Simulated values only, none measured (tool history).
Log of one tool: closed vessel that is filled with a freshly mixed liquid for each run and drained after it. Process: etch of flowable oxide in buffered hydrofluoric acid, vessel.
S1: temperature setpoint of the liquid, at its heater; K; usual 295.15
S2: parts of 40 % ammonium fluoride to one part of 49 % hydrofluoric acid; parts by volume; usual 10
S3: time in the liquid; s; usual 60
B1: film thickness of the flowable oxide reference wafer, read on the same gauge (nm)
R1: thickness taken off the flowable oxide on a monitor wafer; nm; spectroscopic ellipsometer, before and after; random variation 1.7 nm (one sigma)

| run | hour | S1 | S2 | S3 | B1 | R1 |
|---|---|---|---|---|---|---|
| 1 | 0 | 295.15 | 10 | 60 | 101.69 | 209.54 |
| 2 | 54.2 | 295.15 | 10 | 60 | 101.9 | 215.49 |
| 3 | 97.5 | 295.15 | 10 | 60 | 102.05 | 215.7 |
| 4 | 121.5 | 295.15 | 10 | 60 | 102.14 | 215.14 |
| 5 | 193.5 | 295.15 | 10 | 60 | 102.44 | 213.4 |
| 6 | 260.5 | 295.15 | 10 | 60 | 102.71 | 216.33 |
| 7 | 330.8 | 295.15 | 10 | 60 | 103 | 217.16 |
| 8 | 369.8 | 295.15 | 10 | 60 | 103.21 | 212.2 |
|  | 418.2 | thermometer replaced |
| 9 | 463.8 | 295.15 | 10 | 60 | 103.66 | 217.51 |
| 10 | 514.5 | 295.15 | 10 | 60 | 103.9 | 217.22 |
| 11 | 575.3 | 295.15 | 13 | 60 | 104.23 | 168.58 |
| 12 | 645.9 | 295.15 | 13 | 60 | 104.51 | 169.58 |
|  | 665 | hydrofluoric acid flow meter replaced |
| 13 | 672.2 | 292.65 | 7 | 30 | 104.67 | 135.55 |
| 14 | 718.1 | 290.65 | 7.5 | 50 | 104.92 | 187.12 |
| 15 | 756.4 | 295.15 | 11 | 60 | 105.07 | 200.87 |
| 16 | 821.3 | 295.15 | 10 | 60 | 105.46 | 223.2 |
| 17 | 986.1 | 295.15 | 10 | 60 | 106.45 | 225.56 |
| 18 | 1033 | 295.15 | 10 | 50 | 106.73 | 186.26 |
| 19 | 1067.5 | 290.65 | 7.5 | 50 | 106.97 | 189.46 |
| 20 | 1137.5 | 299.65 | 8.5 | 45 | 107.39 | 247.64 |
| 21 | 1196.1 | 293.15 | 13 | 45 | 107.81 | 116.99 |
|  | 1217.5 | gauge calibrated |
| 22 | 1235.9 | 295.15 | 10 | 60 | 100.61 | 209.45 |
| 23 | 1286.2 | 295.15 | 10 | 45 | 100.59 | 156.2 |
| 24 | 1325.7 | 295.15 | 7 | 30 | 100.58 | 148.97 |
| 25 | 1371.1 | 295.15 | 8 | 60 | 100.63 | 252.94 |
| 26 | 1395.5 | 290.65 | 10 | 60 | 100.56 | 165.19 |
| 27 | 1421.2 | 295.15 | 10 | 80 | 100.66 | 284.43 |
| 28 | 1453 | 300.15 | 10 | 85 | 100.65 | 395.13 |
| 29 | 1491.5 | 298.15 | 13.5 | 80 | 100.67 | 247.44 |
| 30 | 1545 | 299.65 | 10 | 60 | 100.67 | 269.15 |
| 31 | 1583.3 | 297.65 | 10 | 80 | 100.74 | 323.15 |
| 32 | 1648.7 | 290.65 | 10 | 60 | 100.85 | 164.34 |
|  | 1658.2 | hydrofluoric acid flow meter replaced |
| 33 | 1678.3 | 295.15 | 10 | 60 | 100.9 | 208.78 |

4 ways to go on from here, each from the tool as it stands after run 33. What would each give?
| A | 1679 | 297.65 | 10 | 60 | ? | ? |
| B | 1679 | 295.15 | 8 | 90 | ? | ? |
| C | 1679 | 295.15 | 10 | 40 | ? | ? |
| D | 1679 | 295.15 | 12.5 | 85 | ? | ? |

| run | B1 | R1 |
|---|---|---|
| A | 100.83 | 246.1 |
| B | 100.83 | 390.86 |
| C | 100.83 | 143.07 |
| D | 100.83 | 244.53 |
Without the tool's hidden state the same runs would have given:
| run | R1 |
|---|---|
| A | 244.01 |
| B | 387.53 |
| C | 141.85 |
| D | 242.45 |

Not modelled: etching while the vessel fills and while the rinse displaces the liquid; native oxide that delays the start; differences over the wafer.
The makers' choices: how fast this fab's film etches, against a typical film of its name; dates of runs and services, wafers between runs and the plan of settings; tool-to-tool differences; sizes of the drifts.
